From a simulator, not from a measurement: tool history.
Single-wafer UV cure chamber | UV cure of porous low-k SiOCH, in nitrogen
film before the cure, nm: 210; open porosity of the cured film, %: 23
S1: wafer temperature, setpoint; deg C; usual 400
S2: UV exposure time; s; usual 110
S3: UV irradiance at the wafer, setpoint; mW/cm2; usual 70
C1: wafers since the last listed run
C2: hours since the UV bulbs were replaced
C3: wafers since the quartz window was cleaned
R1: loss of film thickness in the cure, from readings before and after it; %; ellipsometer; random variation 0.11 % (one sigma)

{"run": 1, "day": 0.0, "S1": 400, "S2": 110, "S3": 53, "C1": 0, "C2": 2058.1, "C3": 1310, "R1": 6.459}
{"run": 2, "day": 0.258, "S1": 409, "S2": 110, "S3": 83, "C1": 45, "C2": 2064.3, "C3": 1356, "R1": 8.394}
{"run": 3, "day": 0.854, "S1": 409, "S2": 110, "S3": 83, "C1": 105, "C2": 2078.6, "C3": 1462, "R1": 8.57}
{"run": 4, "day": 1.571, "S1": 385, "S2": 110, "S3": 87, "C1": 127, "C2": 2095.8, "C3": 1589, "R1": 8.187}
{"run": 5, "day": 1.962, "S1": 400, "S2": 160, "S3": 70, "C1": 69, "C2": 2105.2, "C3": 1659, "R1": 9.028}
{"run": 6, "day": 2.342, "S1": 400, "S2": 160, "S3": 70, "C1": 67, "C2": 2114.3, "C3": 1726, "R1": 8.869}
{"run": 7, "day": 2.621, "S1": 400, "S2": 160, "S3": 70, "C1": 49, "C2": 2121, "C3": 1776, "R1": 9.068}
{"run": 8, "day": 3.329, "S1": 400, "S2": 110, "S3": 43, "C1": 125, "C2": 2138, "C3": 1902, "R1": 5.242}
{"run": 9, "day": 4.021, "S1": 400, "S2": 110, "S3": 43, "C1": 122, "C2": 2154.6, "C3": 2025, "R1": 5.051}
{"day": 4.379, "done": "quartz window cleaned"}
{"run": 10, "day": 4.738, "S1": 400, "S2": 110, "S3": 55, "C1": 68, "C2": 2171.8, "C3": 63, "R1": 7.017}
{"run": 11, "day": 5.008, "S1": 400, "S2": 110, "S3": 55, "C1": 48, "C2": 2178.3, "C3": 111, "R1": 6.863}
{"day": 5.404, "done": "UV bulbs replaced"}
{"run": 12, "day": 5.667, "S1": 400, "S2": 175, "S3": 70, "C1": 57, "C2": 6.3, "C3": 169, "R1": 10.157}
{"run": 13, "day": 6.304, "S1": 384, "S2": 110, "S3": 53, "C1": 113, "C2": 21.6, "C3": 282, "R1": 6.507}
{"run": 14, "day": 7.025, "S1": 400, "S2": 155, "S3": 48, "C1": 128, "C2": 38.9, "C3": 410, "R1": 7.636}
{"run": 15, "day": 7.329, "S1": 385, "S2": 110, "S3": 70, "C1": 54, "C2": 46.2, "C3": 464, "R1": 7.61}

Forecast run 16:
{"run": 16, "day": 7.588, "S1": 412, "S2": 80, "S3": 101, "C1": 45, "C2": 52.4, "C3": 510, "R1": "?"}

Run 16 gave R1 8.358 %.
Without the tool's hidden state the same run would have given R1 8.613 %.

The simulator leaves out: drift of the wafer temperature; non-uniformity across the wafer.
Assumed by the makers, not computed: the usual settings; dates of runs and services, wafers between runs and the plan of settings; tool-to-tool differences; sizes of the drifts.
